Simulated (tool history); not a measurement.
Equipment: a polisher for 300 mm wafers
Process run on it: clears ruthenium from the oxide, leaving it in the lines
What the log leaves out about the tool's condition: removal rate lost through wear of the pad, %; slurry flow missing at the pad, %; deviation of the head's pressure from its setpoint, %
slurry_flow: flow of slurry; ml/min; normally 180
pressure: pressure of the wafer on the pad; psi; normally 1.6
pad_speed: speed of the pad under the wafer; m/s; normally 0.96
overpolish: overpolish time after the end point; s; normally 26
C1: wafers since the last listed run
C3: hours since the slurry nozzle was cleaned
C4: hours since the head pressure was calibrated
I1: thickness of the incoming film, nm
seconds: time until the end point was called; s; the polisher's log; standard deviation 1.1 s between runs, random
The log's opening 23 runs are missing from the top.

run 24 day=79.892 | slurry_flow=180 pressure=2.1 pad_speed=0.96 overpolish=26 | C1=1653 wafers_polished_on_this_pad=4392 C3=501.6 C4=375.6 | I1=74.8 | seconds=65.8
run 25 day=82.846 | slurry_flow=180 pressure=1.6 pad_speed=1.06 overpolish=22 | C1=534 wafers_polished_on_this_pad=4926 C3=572.5 C4=446.5 | I1=74.8 | seconds=77.7
run 26 day=86.375 | slurry_flow=180 pressure=1.9 pad_speed=0.66 overpolish=26 | C1=637 wafers_polished_on_this_pad=5564 C3=657.2 C4=531.2 | I1=76.2 | seconds=111.4
run 27 day=89.225 | slurry_flow=180 pressure=1.6 pad_speed=0.96 overpolish=12 | C1=515 wafers_polished_on_this_pad=6079 C3=725.6 C4=599.6 | I1=75.1 | seconds=91.7
-- day=90.312 slurry nozzle cleaned
-- day=90.867 worn pad replaced by a new one
run 28 day=92.396 | slurry_flow=160 pressure=1.6 pad_speed=1.14 overpolish=18 | C1=535 wafers_polished_on_this_pad=276 C3=50 C4=675.7 | I1=74.8 | seconds=71.4
run 29 day=96.779 | slurry_flow=180 pressure=1.3 pad_speed=0.96 overpolish=26 | C1=792 wafers_polished_on_this_pad=1068 C3=155.2 C4=780.9 | I1=75.3 | seconds=106.6
run 30 day=99.596 | slurry_flow=220 pressure=1.6 pad_speed=0.96 overpolish=41 | C1=509 wafers_polished_on_this_pad=1577 C3=222.8 C4=848.5 | I1=75.6 | seconds=85.1
run 31 day=103.579 | slurry_flow=180 pressure=1.9 pad_speed=0.96 overpolish=38 | C1=720 wafers_polished_on_this_pad=2297 C3=318.4 C4=944.1 | I1=76.5 | seconds=74.7
run 32 day=106.429 | slurry_flow=180 pressure=1.6 pad_speed=0.96 overpolish=26 | C1=515 wafers_polished_on_this_pad=2812 C3=386.8 C4=1012.5 | I1=74.8 | seconds=88.4
run 33 day=110.054 | slurry_flow=235 pressure=1.2 pad_speed=0.96 overpolish=22 | C1=655 wafers_polished_on_this_pad=3468 C3=473.8 C4=1099.5 | I1=76.2 | seconds=115.5
run 34 day=112.362 | slurry_flow=210 pressure=1.6 pad_speed=0.64 overpolish=36 | C1=417 wafers_polished_on_this_pad=3885 C3=529.2 C4=1154.9 | I1=74.5 | seconds=129.1
run 35 day=115.583 | slurry_flow=180 pressure=1.2 pad_speed=0.96 overpolish=31 | C1=582 wafers_polished_on_this_pad=4467 C3=606.5 C4=1232.2 | I1=74.8 | seconds=123.6
run 36 day=118.025 | slurry_flow=180 pressure=1.6 pad_speed=0.96 overpolish=26 | C1=441 wafers_polished_on_this_pad=4909 C3=665.1 C4=1290.8 | I1=75.5 | seconds=96
run 37 day=120.35 | slurry_flow=180 pressure=1.6 pad_speed=0.96 overpolish=26 | C1=420 wafers_polished_on_this_pad=5329 C3=720.9 C4=1346.6 | I1=75.9 | seconds=96.7
run 38 day=122.021 | slurry_flow=180 pressure=1.6 pad_speed=0.96 overpolish=26 | C1=302 wafers_polished_on_this_pad=5631 C3=761 C4=1386.7 | I1=76 | seconds=100.1

Predict each of these 3 candidate next runs independently; none follows another, all start after run 38:
run A day=122.042 | slurry_flow=180 pressure=1.6 pad_speed=0.96 overpolish=26 | C1=3 wafers_polished_on_this_pad=5635 C3=761.5 C4=1387.2 | I1=73.7 | seconds=?
run B day=122.042 | slurry_flow=180 pressure=1.6 pad_speed=0.96 overpolish=10 | C1=3 wafers_polished_on_this_pad=5635 C3=761.5 C4=1387.2 | I1=73.7 | seconds=?
run C day=122.042 | slurry_flow=180 pressure=1.6 pad_speed=0.96 overpolish=21 | C1=3 wafers_polished_on_this_pad=5635 C3=761.5 C4=1387.2 | I1=73.7 | seconds=?

run=A seconds=96.4
run=B seconds=96.4
run=C seconds=96.4
With the hidden condition removed and each run's random variation left untouched, the same runs would have given:
run=A seconds=77.5
run=B seconds=77.5
run=C seconds=77.5
